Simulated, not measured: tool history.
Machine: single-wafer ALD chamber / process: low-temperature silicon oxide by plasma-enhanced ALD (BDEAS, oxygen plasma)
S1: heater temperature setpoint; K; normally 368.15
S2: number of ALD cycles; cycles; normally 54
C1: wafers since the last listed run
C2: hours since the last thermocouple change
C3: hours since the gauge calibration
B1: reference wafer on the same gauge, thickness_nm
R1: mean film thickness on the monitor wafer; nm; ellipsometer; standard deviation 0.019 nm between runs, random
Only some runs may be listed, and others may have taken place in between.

run 1 hour=0.0 | S1=368.15 S2=62 | C1=0 C2=1187.9 C3=36.6 | B1=7.448 | R1=8.797
run 2 hour=14.1 | S1=368.15 S2=62 | C1=86 C2=1202.0 C3=50.7 | B1=7.453 | R1=8.829
run 3 hour=24.5 | S1=358.15 S2=54 | C1=63 C2=1212.4 C3=61.1 | B1=7.451 | R1=8.018
run 4 hour=38.4 | S1=358.15 S2=54 | C1=85 C2=1226.3 C3=75.0 | B1=7.452 | R1=8.021
run 5 hour=44.6 | S1=372.15 S2=54 | C1=38 C2=1232.5 C3=81.2 | B1=7.453 | R1=7.573
run 6 hour=96.2 | S1=372.15 S2=54 | C1=317 C2=1284.1 C3=132.8 | B1=7.457 | R1=7.587
run 7 hour=108.3 | S1=372.15 S2=54 | C1=74 C2=1296.2 C3=144.9 | B1=7.454 | R1=7.583
run 8 hour=120.0 | S1=368.15 S2=54 | C1=71 C2=1307.9 C3=156.6 | B1=7.453 | R1=7.667
run 9 hour=131.2 | S1=368.15 S2=54 | C1=68 C2=1319.1 C3=167.8 | B1=7.443 | R1=7.710
run 10 hour=138.7 | S1=368.15 S2=54 | C1=46 C2=1326.6 C3=175.3 | B1=7.452 | R1=7.683
run 11 hour=146.1 | S1=373.15 S2=50 | C1=45 C2=1334.0 C3=182.7 | B1=7.446 | R1=6.956
run 12 hour=154.1 | S1=383.15 S2=46 | C1=49 C2=1342.0 C3=190.7 | B1=7.442 | R1=6.313
-- hour=166.5 thermocouple changed; heater temperature recalibrated
run 13 hour=167.0 | S1=362.15 S2=45 | C1=30 C2=0.5 C3=203.6 | B1=7.455 | R1=6.571
-- hour=204.2 gauge calibrated
run 14 hour=213.7 | S1=368.15 S2=54 | C1=287 C2=47.2 C3=9.5 | B1=7.448 | R1=7.684
run 15 hour=221.2 | S1=372.15 S2=54 | C1=46 C2=54.7 C3=17.0 | B1=7.455 | R1=7.576
run 16 hour=232.1 | S1=368.15 S2=54 | C1=67 C2=65.6 C3=27.9 | B1=7.450 | R1=7.691
run 17 hour=238.7 | S1=362.15 S2=45 | C1=40 C2=72.2 C3=34.5 | B1=7.455 | R1=6.574
run 18 hour=249.3 | S1=374.15 S2=59 | C1=65 C2=82.8 C3=45.1 | B1=7.443 | R1=8.231
run 19 hour=264.6 | S1=368.15 S2=44 | C1=94 C2=98.1 C3=60.4 | B1=7.443 | R1=6.297
run 20 hour=277.8 | S1=373.15 S2=62 | C1=81 C2=111.3 C3=73.6 | B1=7.444 | R1=8.695
run 21 hour=286.4 | S1=368.15 S2=54 | C1=52 C2=119.9 C3=82.2 | B1=7.449 | R1=7.733
run 22 hour=303.1 | S1=373.15 S2=51 | C1=102 C2=136.6 C3=98.9 | B1=7.457 | R1=7.153
run 23 hour=311.7 | S1=354.15 S2=57 | C1=52 C2=145.2 C3=107.5 | B1=7.450 | R1=8.556

Consider 5 possible next runs. They are alternatives, not a sequence: every one starts from the tool as it was left by run 23. What does each give?
run A hour=312.2 | S1=368.15 S2=50 | C1=3 C2=145.7 C3=108.0 | B1=? | R1=?
run B hour=312.2 | S1=378.15 S2=44 | C1=3 C2=145.7 C3=108.0 | B1=? | R1=?
run C hour=312.2 | S1=357.15 S2=54 | C1=3 C2=145.7 C3=108.0 | B1=? | R1=?
run D hour=312.2 | S1=368.15 S2=46 | C1=3 C2=145.7 C3=108.0 | B1=? | R1=?
run E hour=312.2 | S1=368.15 S2=58 | C1=3 C2=145.7 C3=108.0 | B1=? | R1=?

run=A B1=7.451 R1=7.121
run=B B1=7.451 R1=6.084
run=C B1=7.451 R1=8.033
run=D B1=7.451 R1=6.552
run=E B1=7.451 R1=8.261
With no hidden state in the tool, these same runs would have given:
run=A R1=7.121
run=B R1=6.084
run=C R1=8.033
run=D R1=6.552
run=E R1=8.261
